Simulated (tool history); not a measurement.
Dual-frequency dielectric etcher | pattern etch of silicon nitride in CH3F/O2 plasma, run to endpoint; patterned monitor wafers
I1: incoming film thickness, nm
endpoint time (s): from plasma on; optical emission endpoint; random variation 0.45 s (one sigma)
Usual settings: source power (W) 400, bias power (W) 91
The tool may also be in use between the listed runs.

Run 1, hour 0.0: usual settings; I1 61.9. Result: endpoint time (s) 67.2.
Run 2, hour 93.9: usual settings; I1 62.0. Result: endpoint time (s) 68.5.
Run 3, hour 143.0: usual settings; I1 61.8. Result: endpoint time (s) 67.7.
At hour 204.6: wet clean of the chamber.
Run 4, hour 238.8: usual settings; I1 61.6. Result: endpoint time (s) 66.3.
Run 5, hour 336.3: usual settings; I1 61.4. Result: endpoint time (s) 67.4.
Run 6, hour 423.6: usual settings; I1 61.9. Result: endpoint time (s) 67.8.
Run 7, hour 465.4: usual settings but source power (W) 370, bias power (W) 96; I1 61.5. Result: endpoint time (s) 68.6.
Run 8, hour 567.0: usual settings but source power (W) 370, bias power (W) 96; I1 62.1. Result: endpoint time (s) 71.4.
Run 9, hour 631.9: usual settings but source power (W) 370, bias power (W) 96; I1 62.2. Result: endpoint time (s) 70.8.
At hour 715.5: wet clean of the chamber.
Run 10, hour 737.8: usual settings; I1 61.4. Result: endpoint time (s) 65.1.
Run 11, hour 975.3: usual settings; I1 62.2. Result: endpoint time (s) 67.3.
Run 12, hour 1040.1: usual settings but source power (W) 450; I1 61.9. Result: endpoint time (s) 63.6.
Run 13, hour 1120.9: usual settings; I1 62.0. Result: endpoint time (s) 68.7.
At hour 1164.4: wet clean of the chamber.
Run 14, hour 1181.8: usual settings; I1 61.2. Result: endpoint time (s) 65.4.
Run 15, hour 1243.0: usual settings but source power (W) 350, bias power (W) 78; I1 62.1. Result: endpoint time (s) 75.6.
Run 16, hour 1330.2: usual settings; I1 62.0. Result: endpoint time (s) 66.5.
Run 17, hour 1383.2: usual settings but source power (W) 310, bias power (W) 72; I1 61.6. Result: endpoint time (s) 83.0.
Run 18, hour 1472.0: usual settings but source power (W) 330, bias power (W) 85; I1 61.4. Result: endpoint time (s) 76.3.
At hour 1533.7: upper electrode replaced.
At hour 1539.1: bias power generator calibrated.
At hour 1554.3: source power generator calibrated.
Run 19, hour 1569.0: usual settings but source power (W) 340, bias power (W) 70; I1 61.9. Result: endpoint time (s) 83.9.
At hour 1686.2: wet clean of the chamber.
Run 20, hour 1686.7: usual settings but source power (W) 470, bias power (W) 102; I1 61.7. Result: endpoint time (s) 58.7.
Run 21, hour 1767.9: usual settings but source power (W) 360, bias power (W) 69; I1 62.2. Result: endpoint time (s) 77.3.
Run 22, hour 1807.5: usual settings but source power (W) 340; I1 62.4. Result: endpoint time (s) 73.4.
Run 23, hour 1872.6: usual settings but source power (W) 350, bias power (W) 76; I1 62.1. Result: endpoint time (s) 76.7.
Run 24, hour 1929.2: usual settings but bias power (W) 70; I1 61.5. Result: endpoint time (s) 74.3.
Run 25, hour 1970.4: usual settings; I1 62.0. Result: endpoint time (s) 67.6.
Run 26, hour 2076.5: usual settings but source power (W) 460, bias power (W) 114; I1 61.6. Result: endpoint time (s) 59.1.
Run 27, hour 2143.0: usual settings but bias power (W) 70; I1 62.3. Result: endpoint time (s) 77.5.
At hour 2188.5: wet clean of the chamber.
Run 28, hour 2251.0: usual settings but source power (W) 480; I1 61.4. Result: endpoint time (s) 60.5.
Run 29, hour 2343.0: usual settings but source power (W) 320, bias power (W) 84; I1 61.7. Result: endpoint time (s) 76.7.

4 ways to go on from here, each from the tool as it stands after run 29. What would each give?
Run A, hour 2343.5: usual settings; I1 61.3. Result: endpoint time (s) ?.
Run B, hour 2343.5: usual settings but source power (W) 330, bias power (W) 106; I1 61.3. Result: endpoint time (s) ?.
Run C, hour 2343.5: usual settings but source power (W) 460; I1 61.3. Result: endpoint time (s) ?.
Run D, hour 2343.5: usual settings but source power (W) 430, bias power (W) 108; I1 61.3. Result: endpoint time (s) ?.

run  endpoint time (s)
  A               66.9
  B               69.4
  C               62.5
  D               60.5
Without the tool's hidden state the same runs would have given:
run  endpoint time (s)
  A               65.6
  B               68.1
  C               61.3
  D               59.3

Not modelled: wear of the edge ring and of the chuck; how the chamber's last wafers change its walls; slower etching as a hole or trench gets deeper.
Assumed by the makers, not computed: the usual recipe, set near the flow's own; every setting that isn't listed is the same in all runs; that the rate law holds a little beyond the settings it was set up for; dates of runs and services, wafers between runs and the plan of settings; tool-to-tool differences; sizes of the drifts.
